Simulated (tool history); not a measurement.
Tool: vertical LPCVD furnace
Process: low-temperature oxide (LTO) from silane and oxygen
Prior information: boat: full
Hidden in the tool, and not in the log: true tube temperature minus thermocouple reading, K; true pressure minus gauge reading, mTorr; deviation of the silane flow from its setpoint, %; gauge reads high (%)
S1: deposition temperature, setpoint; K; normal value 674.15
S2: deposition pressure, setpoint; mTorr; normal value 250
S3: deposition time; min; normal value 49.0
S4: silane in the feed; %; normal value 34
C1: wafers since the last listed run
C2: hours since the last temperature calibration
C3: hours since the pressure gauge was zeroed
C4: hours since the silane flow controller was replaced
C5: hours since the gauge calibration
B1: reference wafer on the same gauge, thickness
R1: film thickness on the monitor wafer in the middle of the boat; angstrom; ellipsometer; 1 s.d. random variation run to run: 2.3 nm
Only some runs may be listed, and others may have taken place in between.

run	hour	S1	S2	S3	S4	C1	C2	C3	C4	C5	B1	R1
1	0.0	666.15	250	49.0	34	0	1573.2	628.6	4370.2	1236.4	437.41	4007.0
2	37.5	674.15	250	42.5	34	411	1610.7	666.1	4407.7	1273.9	436.28	3788.6
3	103.0	674.15	250	42.5	34	719	1676.2	731.6	4473.2	1339.4	437.13	3817.0
4	129.5	674.15	250	42.5	34	291	1702.7	758.1	4499.7	1365.9	436.19	3795.3
5	181.9	674.15	250	63.5	34	575	1755.1	810.5	4552.1	1418.3	437.80	5624.9
6	247.9	674.15	250	63.5	34	724	1821.1	876.5	4618.1	1484.3	437.33	5690.5
7	305.3	674.15	250	63.5	34	630	1878.5	933.9	4675.5	1541.7	436.99	5694.3
8	353.3	674.15	280	49.0	34	527	1926.5	981.9	4723.5	1589.7	437.52	4919.4
9	417.5	674.15	250	49.0	34	705	1990.7	1046.1	4787.7	1653.9	437.83	4319.8
10	443.8	674.15	250	49.0	34	288	2017.0	1072.4	4814.0	1680.2	436.89	4402.7
11	506.6	674.15	250	49.0	34	689	2079.8	1135.2	4876.8	1743.0	436.45	4340.0
12	577.1	674.15	250	49.0	34	774	2150.3	1205.7	4947.3	1813.5	437.26	4350.8
13	633.3	679.15	235	49.0	34	617	2206.5	1261.9	5003.5	1869.7	436.69	4362.8
14	691.5	679.15	235	49.0	34	639	2264.7	1320.1	5061.7	1927.9	437.23	4345.5
# hour 788.5: silane flow controller replaced
15	803.9	674.15	235	49.0	34	970	2377.1	1432.5	15.4	2040.3	436.86	4289.6
# hour 872.9: thermocouples replaced and temperature profile calibrated
16	873.4	674.15	250	49.0	34	499	0.5	1502.0	84.9	2109.8	436.40	4414.6
# hour 874.5: gauge calibrated
17	919.3	674.15	250	49.0	34	504	46.4	1547.9	130.8	44.8	436.45	4385.9
18	988.6	674.15	250	49.0	38	761	115.7	1617.2	200.1	114.1	436.88	5079.3
19	1058.4	674.15	250	49.0	34	766	185.5	1687.0	269.9	183.9	437.12	4455.6
20	1129.2	674.15	250	67.0	34	777	256.3	1757.8	340.7	254.7	437.72	6063.0
21	1159.6	674.15	210	49.0	34	333	286.7	1788.2	371.1	285.1	437.66	3731.9

Run 22 comes next. What will it give?
22	1223.6	678.15	205	49.0	27	702	350.7	1852.2	435.1	349.1	?	?

B1: 436.98
R1: 2749.6 angstrom
Take away the tool's hidden state, keep the run-to-run variation as it was, and the same run would have given R1 2720.9 angstrom.
